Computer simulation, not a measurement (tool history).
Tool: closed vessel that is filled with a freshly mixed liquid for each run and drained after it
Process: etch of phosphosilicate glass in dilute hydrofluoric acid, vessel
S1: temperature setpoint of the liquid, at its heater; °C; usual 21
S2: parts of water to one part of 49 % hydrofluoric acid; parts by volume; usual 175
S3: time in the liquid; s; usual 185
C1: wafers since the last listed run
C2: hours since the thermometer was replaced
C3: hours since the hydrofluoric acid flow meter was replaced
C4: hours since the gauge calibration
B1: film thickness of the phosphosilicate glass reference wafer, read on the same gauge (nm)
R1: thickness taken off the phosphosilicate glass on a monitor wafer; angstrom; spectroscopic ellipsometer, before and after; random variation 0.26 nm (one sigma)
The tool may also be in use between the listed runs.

Run 1, day 0: usual settings; C1 0; C2 478.7; C3 249.7; C4 41.7; B1 79.97. Result: R1 518.1 angstrom.
Run 2, day 1.121: usual settings; C1 1799; C2 505.6; C3 276.6; C4 68.6; B1 80.03. Result: R1 514.6 angstrom.
Run 3, day 1.829: usual settings; C1 1137; C2 522.6; C3 293.6; C4 85.6; B1 79.98. Result: R1 515.2 angstrom.
Run 4, day 2.362: usual settings; C1 856; C2 535.4; C3 306.4; C4 98.4; B1 79.99. Result: R1 523.2 angstrom.
Run 5, day 3.283: usual settings; C1 1478; C2 557.5; C3 328.5; C4 120.5; B1 80.02. Result: R1 521.6 angstrom.
Run 6, day 4.258: usual settings; C1 1565; C2 580.9; C3 351.9; C4 143.9; B1 80. Result: R1 518.4 angstrom.
Run 7, day 5.371: usual settings; C1 1786; C2 607.6; C3 378.6; C4 170.6; B1 80.04. Result: R1 521.4 angstrom.
Run 8, day 6.429: usual settings but S3 265 s; C1 1699; C2 633; C3 404; C4 196; B1 79.96. Result: R1 756.5 angstrom.
Run 9, day 7.046: usual settings but S3 265 s; C1 990; C2 647.8; C3 418.8; C4 210.8; B1 80.05. Result: R1 750.3 angstrom.
Run 10, day 7.854: usual settings but S3 265 s; C1 1297; C2 667.2; C3 438.2; C4 230.2; B1 79.99. Result: R1 748 angstrom.
Run 11, day 9.304: usual settings; C1 2327; C2 702; C3 473; C4 265; B1 80.03. Result: R1 526.2 angstrom.
Run 12, day 10.708: usual settings; C1 2254; C2 735.7; C3 506.7; C4 298.7; B1 79.98. Result: R1 526.6 angstrom.
Run 13, day 11.6: usual settings but S1 23 °C; C1 1431; C2 757.1; C3 528.1; C4 320.1; B1 79.96. Result: R1 566.5 angstrom.
Run 14, day 12.696: usual settings but S1 23 °C; C1 1759; C2 783.4; C3 554.4; C4 346.4; B1 80.04. Result: R1 571.6 angstrom.
At day 13.888: thermometer replaced.
Run 15, day 14.017: usual settings but S1 23 °C; C1 2053; C2 3.1; C3 586.1; C4 378.1; B1 79.98. Result: R1 533.7 angstrom.
Run 16, day 15.096: usual settings; C1 1732; C2 29; C3 612; C4 404; B1 79.96. Result: R1 504 angstrom.
Run 17, day 15.725: usual settings; C1 1010; C2 44.1; C3 627.1; C4 419.1; B1 80.02. Result: R1 496 angstrom.
Run 18, day 16.288: usual settings but S1 17 °C, S2 90 parts by volume, S3 255 s; C1 903; C2 57.6; C3 640.6; C4 432.6; B1 79.93. Result: R1 1240.8 angstrom.
Run 19, day 17.325: usual settings but S1 23 °C; C1 1665; C2 82.5; C3 665.5; C4 457.5; B1 80.01. Result: R1 541.4 angstrom.

Forecast run 20:
At day 17.433: hydrofluoric acid flow meter replaced.
Run 20, day 18.25: usual settings but S1 18.5 °C, S2 120 parts by volume; C1 1418; C2 104.7; C3 19.6; C4 479.7; B1 ?. Result: R1 ?.

Run 20 gave B1 80.06, R1 700.1 angstrom.
Without the tool's hidden state the same run would have given R1 694.1 angstrom.
